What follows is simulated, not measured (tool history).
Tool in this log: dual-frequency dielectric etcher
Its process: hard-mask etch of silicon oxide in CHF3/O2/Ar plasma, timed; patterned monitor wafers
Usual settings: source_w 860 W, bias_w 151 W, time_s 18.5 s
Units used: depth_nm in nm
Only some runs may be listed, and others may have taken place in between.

run   hour  source_w  bias_w  time_s  read-back reference wafer on the same gauge, depth_nm  depth_nm
  1      0       860     151    16.5                                                  38.99      33.5
  2   30.9       860     151    16.5                                                  38.99      33.6
  3   43.9       860     151    18.5                                                  39.03     38.03
  4     72       860     151    18.5                                                  38.96     37.89
  5  102.2       860     134    18.5                                                  39.03     36.28
  6  132.2       860     134    18.5                                                  39.04     37.09
  7  157.6       860     134    18.5                                                  38.99     36.68
     183.2  -- wet clean of the chamber
  8  183.7       860     151    18.5                                                  38.99      37.2
  9  196.6       860     151    18.5                                                  38.98     36.72
     211.9  -- source power generator calibrated
 10  220.7       860     151    18.5                                                  38.98     36.59
     221.4  -- gauge calibrated
     233.2  -- bias power generator calibrated
 11  249.6      1020     114      17                                                  39.03     32.03
 12  277.8       800     151    18.5                                                  38.97     36.58
       319  -- upper electrode replaced
 13  319.5       780     131    22.5                                                  39.02      42.8
 14  332.1       970     173    18.5                                                  39.03     40.67
 15  355.1       690     182    18.5                                                  39.08     38.71
 16    377      1020     114      17                                                  39.01     32.48
 17  397.7       860     151    18.5                                                  39.04     37.63
 18  432.2       730     164    16.5                                                  38.97     33.96
 19  449.2       750     177    18.5                                                  39.05     39.74

Below are 4 alternative next runs, each starting from the tool's condition after run 19. Predict each:
  A  449.6       860     151      17                                                      ?         ?
  B  449.6       740     151    18.5                                                      ?         ?
  C  449.6      1070     171    18.5                                                      ?         ?
  D  449.6       760     172      16                                                      ?         ?

run  read-back reference wafer on the same gauge, depth_nm  depth_nm
  A                                                  38.99     35.23
  B                                                  38.99     37.18
  C                                                  38.99      42.2
  D                                                  38.99     33.99
Without the tool's hidden state the same runs would have given:
run  depth_nm
  A     34.08
  B     35.96
  C     40.82
  D     32.89
